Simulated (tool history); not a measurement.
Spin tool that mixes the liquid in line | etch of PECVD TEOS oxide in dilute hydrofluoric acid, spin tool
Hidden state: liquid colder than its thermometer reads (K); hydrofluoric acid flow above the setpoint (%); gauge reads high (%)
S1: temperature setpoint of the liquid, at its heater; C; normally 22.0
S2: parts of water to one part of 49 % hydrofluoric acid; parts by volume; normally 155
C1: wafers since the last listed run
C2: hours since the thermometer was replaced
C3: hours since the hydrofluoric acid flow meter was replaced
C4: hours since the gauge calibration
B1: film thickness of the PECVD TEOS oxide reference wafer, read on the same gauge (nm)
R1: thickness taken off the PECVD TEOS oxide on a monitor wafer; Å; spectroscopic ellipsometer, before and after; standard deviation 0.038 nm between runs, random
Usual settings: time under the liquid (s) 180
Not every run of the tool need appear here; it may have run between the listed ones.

Run 1, day 0.000: usual settings but time under the liquid (s) 155; C1 0; C2 130.6; C3 212.6; C4 327.3; B1 129.97. Result: R1 102.1 Å.
Run 2, day 2.267: usual settings but time under the liquid (s) 155; C1 360; C2 185.0; C3 267.0; C4 381.7; B1 129.99. Result: R1 102.5 Å.
Run 3, day 6.521: usual settings; C1 676; C2 287.1; C3 369.1; C4 483.8; B1 130.01. Result: R1 118.5 Å.
Run 4, day 9.596: usual settings; C1 489; C2 360.9; C3 442.9; C4 557.6; B1 129.99. Result: R1 117.5 Å.
Run 5, day 12.871: usual settings; C1 521; C2 439.5; C3 521.5; C4 636.2; B1 129.98. Result: R1 117.4 Å.
Run 6, day 17.233: usual settings; C1 694; C2 544.2; C3 626.2; C4 740.9; B1 130.01. Result: R1 116.6 Å.
Run 7, day 21.467: usual settings; C1 673; C2 645.8; C3 727.8; C4 842.5; B1 130.00. Result: R1 116.4 Å.
At day 23.017: gauge calibrated.
Run 8, day 23.921: usual settings but S1 25.0 C, time under the liquid (s) 100; C1 390; C2 704.7; C3 786.7; C4 21.7; B1 130.04. Result: R1 72.6 Å.
Run 9, day 27.146: usual settings but time under the liquid (s) 135; C1 513; C2 782.1; C3 864.1; C4 99.1; B1 130.00. Result: R1 86.0 Å.
Run 10, day 29.146: usual settings but time under the liquid (s) 135; C1 318; C2 830.1; C3 912.1; C4 147.1; B1 130.03. Result: R1 86.8 Å.
At day 29.804: thermometer replaced.
Run 11, day 33.150: usual settings but time under the liquid (s) 135; C1 630; C2 80.3; C3 1008.2; C4 243.2; B1 129.99. Result: R1 89.4 Å.
Run 12, day 35.829: usual settings; C1 426; C2 144.6; C3 1072.5; C4 307.5; B1 129.99. Result: R1 118.5 Å.
Run 13, day 38.512: usual settings; C1 426; C2 209.0; C3 1136.9; C4 371.9; B1 129.99. Result: R1 118.2 Å.
Run 14, day 41.608: usual settings but S1 24.5 C, S2 225 parts by volume; C1 492; C2 283.3; C3 1211.2; C4 446.2; B1 130.02. Result: R1 83.1 Å.
Run 15, day 45.808: usual settings but S2 220 parts by volume, time under the liquid (s) 225; C1 668; C2 384.1; C3 1312.0; C4 547.0; B1 129.97. Result: R1 96.5 Å.
Run 16, day 50.008: usual settings but S1 19.5 C; C1 668; C2 484.9; C3 1412.8; C4 647.8; B1 130.02. Result: R1 105.7 Å.
Run 17, day 52.579: usual settings; C1 409; C2 546.6; C3 1474.5; C4 709.5; B1 129.98. Result: R1 116.2 Å.
At day 56.546: hydrofluoric acid flow meter replaced.
Run 18, day 57.067: usual settings but S1 19.0 C, S2 235 parts by volume, time under the liquid (s) 150; C1 707; C2 654.3; C3 12.5; C4 817.2; B1 130.02. Result: R1 52.4 Å.
At day 58.554: gauge calibrated.
Run 19, day 59.500: usual settings but S1 26.5 C, S2 180 parts by volume; C1 387; C2 712.7; C3 70.9; C4 22.7; B1 130.01. Result: R1 114.9 Å.
At day 62.696: thermometer replaced.
Run 20, day 63.692: usual settings but S1 23.5 C, S2 200 parts by volume, time under the liquid (s) 140; C1 660; C2 23.9; C3 171.5; C4 123.3; B1 129.99. Result: R1 72.3 Å.
Run 21, day 67.454: usual settings but S2 200 parts by volume; C1 598; C2 114.2; C3 261.8; C4 213.6; B1 130.03. Result: R1 87.6 Å.
Run 22, day 69.017: usual settings but S1 17.5 C; C1 248; C2 151.7; C3 299.3; C4 251.1; B1 130.05. Result: R1 98.6 Å.
Run 23, day 71.283: usual settings; C1 360; C2 206.1; C3 353.7; C4 305.5; B1 130.05. Result: R1 117.7 Å.
Run 24, day 75.229: usual settings but S1 25.5 C, S2 210 parts by volume, time under the liquid (s) 135; C1 627; C2 300.8; C3 448.4; C4 400.2; B1 129.97. Result: R1 69.6 Å.
Run 25, day 77.308: usual settings but S1 25.5 C, time under the liquid (s) 235; C1 330; C2 350.7; C3 498.3; C4 450.1; B1 129.98. Result: R1 175.7 Å.

Pick out some run-to-run changes in R1. Of each, how much would a tool without hidden state show as well, from the settings, what came in and chance, and how much is left for the hidden state and any gauge scatter not in both results compared?
Run 10 -> 11: thermometer replaced. R1 +2.6 Å: hidden state +2.6, all else +0.0.
Run 17 -> 18: S1 22.0 -> 19.0, S2 155 -> 235, time under the liquid (s) 180 -> 150, hydrofluoric acid flow meter replaced. R1 -63.8 Å: hidden state +1.7, all else -65.5.
Run 19 -> 20: S1 26.5 -> 23.5, S2 180 -> 200, time under the liquid (s) 180 -> 140, thermometer replaced. R1 -42.6 Å: hidden state +3.3, all else -45.9.
Run 24 -> 25: S2 210 -> 155, time under the liquid (s) 135 -> 235. R1 +106.1 Å: hidden state -2.6, all else +108.7.
